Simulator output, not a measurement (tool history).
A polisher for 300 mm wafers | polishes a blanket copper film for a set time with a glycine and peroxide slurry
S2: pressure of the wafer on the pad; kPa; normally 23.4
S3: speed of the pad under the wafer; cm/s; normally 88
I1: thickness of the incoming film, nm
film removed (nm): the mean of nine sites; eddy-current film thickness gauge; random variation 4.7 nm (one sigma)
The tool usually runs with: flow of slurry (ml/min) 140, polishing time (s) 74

Run 1, hour 0.0: usual settings but S3 106 cm/s; I1 2299.8. Result: film removed (nm) 352.2.
At hour 50.6: slurry nozzle cleaned.
Run 2, hour 53.3: usual settings; I1 2238.7. Result: film removed (nm) 333.0.
At hour 68.9: worn pad replaced by a new one.
At hour 75.7: head pressure recalibrated.
Run 3, hour 104.2: usual settings; I1 2267.6. Result: film removed (nm) 354.8.
Run 4, hour 133.1: usual settings; I1 2251.4. Result: film removed (nm) 347.2.
Run 5, hour 167.1: usual settings but polishing time (s) 86; I1 2302.0. Result: film removed (nm) 403.9.
Run 6, hour 205.9: usual settings but polishing time (s) 86; I1 2272.0. Result: film removed (nm) 383.3.
Run 7, hour 269.3: usual settings; I1 2256.4. Result: film removed (nm) 316.8.
Run 8, hour 325.4: usual settings; I1 2301.0. Result: film removed (nm) 307.0.
Run 9, hour 364.0: usual settings; I1 2304.7. Result: film removed (nm) 307.0.
Run 10, hour 396.9: usual settings but S3 102 cm/s; I1 2280.3. Result: film removed (nm) 332.2.
At hour 426.0: slurry nozzle cleaned.
At hour 453.5: head pressure recalibrated.
Run 11, hour 459.4: usual settings but S3 102 cm/s; I1 2279.2. Result: film removed (nm) 351.7.
At hour 467.4: worn pad replaced by a new one.
Run 12, hour 515.6: usual settings but S3 102 cm/s; I1 2240.1. Result: film removed (nm) 389.7.
Run 13, hour 585.4: usual settings; I1 2258.9. Result: film removed (nm) 341.0.
Run 14, hour 638.9: usual settings but flow of slurry (ml/min) 120, S2 26.9 kPa; I1 2279.3. Result: film removed (nm) 350.5.
Run 15, hour 708.7: usual settings but flow of slurry (ml/min) 120, S2 26.9 kPa; I1 2262.1. Result: film removed (nm) 337.6.
At hour 791.1: slurry nozzle cleaned.
At hour 813.8: head pressure recalibrated.
At hour 819.6: worn pad replaced by a new one.
Run 16, hour 820.7: usual settings but flow of slurry (ml/min) 120, S2 26.9 kPa; I1 2244.4. Result: film removed (nm) 394.7.
Run 17, hour 890.4: usual settings but flow of slurry (ml/min) 160, S2 25.5 kPa, S3 106 cm/s, polishing time (s) 54; I1 2272.4. Result: film removed (nm) 326.1.
Run 18, hour 1069.9: usual settings; I1 2223.3. Result: film removed (nm) 309.0.
Run 19, hour 1124.8: usual settings; I1 2291.7. Result: film removed (nm) 292.2.
Run 20, hour 1156.2: usual settings but polishing time (s) 63; I1 2309.8. Result: film removed (nm) 249.9.
At hour 1160.3: worn pad replaced by a new one.
At hour 1196.3: head pressure recalibrated.
At hour 1198.5: slurry nozzle cleaned.
Run 21, hour 1202.6: usual settings but polishing time (s) 52; I1 2274.0. Result: film removed (nm) 254.0.
Run 22, hour 1242.1: usual settings but S2 30.3 kPa, S3 112 cm/s, polishing time (s) 81; I1 2292.7. Result: film removed (nm) 585.1.
Run 23, hour 1281.5: usual settings; I1 2254.9. Result: film removed (nm) 356.1.
Run 24, hour 1318.1: usual settings but S3 66 cm/s, polishing time (s) 86; I1 2237.3. Result: film removed (nm) 311.1.
Run 25, hour 1365.7: usual settings but flow of slurry (ml/min) 155, S2 29.0 kPa, S3 98 cm/s, polishing time (s) 50; I1 2262.8. Result: film removed (nm) 295.0.
Run 26, hour 1434.0: usual settings but S3 74 cm/s; I1 2267.4. Result: film removed (nm) 278.1.
Run 27, hour 1484.5: usual settings but flow of slurry (ml/min) 110, S2 26.9 kPa, polishing time (s) 81; I1 2289.7. Result: film removed (nm) 361.6.
Run 28, hour 1530.0: usual settings but S3 62 cm/s, polishing time (s) 97; I1 2257.6. Result: film removed (nm) 298.2.
Run 29, hour 1555.7: usual settings but flow of slurry (ml/min) 185, S2 29.6 kPa; I1 2273.1. Result: film removed (nm) 384.0.
Run 30, hour 1587.1: usual settings but flow of slurry (ml/min) 170, polishing time (s) 95; I1 2284.4. Result: film removed (nm) 395.1.
At hour 1609.0: worn pad replaced by a new one.
At hour 1644.2: head pressure recalibrated.
At hour 1644.8: slurry nozzle cleaned.
Run 31, hour 1664.5: usual settings but polishing time (s) 86; I1 2259.2. Result: film removed (nm) 422.2.
Run 32, hour 1743.9: usual settings but flow of slurry (ml/min) 190, S2 20.0 kPa, S3 112 cm/s, polishing time (s) 91; I1 2298.2. Result: film removed (nm) 473.4.
Run 33, hour 1774.6: usual settings; I1 2294.6. Result: film removed (nm) 340.1.
Run 34, hour 1805.2: usual settings but flow of slurry (ml/min) 125, S2 15.9 kPa; I1 2248.8. Result: film removed (nm) 236.3.
Run 35, hour 1868.7: usual settings; I1 2268.4. Result: film removed (nm) 321.3.

Hidden state, per run?
deviation of the head's pressure from its setpoint, %: 0, the same for each run
H1: removal rate lost through wear of the pad, %
H2: slurry flow missing at the pad, %
run     H1    H2
  1   9.69  37.1
  2   11.3   2.2
  3   3.24   7.4
  4   4.12  10.4
  5   5.17  13.8
  6   6.35  17.8
  7    8.3  24.3
  8     10    30
  9   11.2  33.9
 10   12.2  37.3
 11   14.1  8.94
 12   2.52  14.7
 13   4.66  21.8
 14    6.3  27.3
 15   8.44  34.4
 16  0.108  9.29
 17   2.24  16.4
 18   7.75  34.8
 19   9.43  40.4
 20   10.4  43.6
 21   1.92  1.96
 22   3.13     6
 23   4.34    10
 24   5.46  13.8
 25   6.92  18.6
 26   9.01  25.6
 27   10.6  30.8
 28     12  35.4
 29   12.7    38
 30   13.7  41.3
 31   2.33  5.26
 32   4.76  13.4
 33   5.71  16.5
 34   6.64  19.6
 35   8.59  26.1
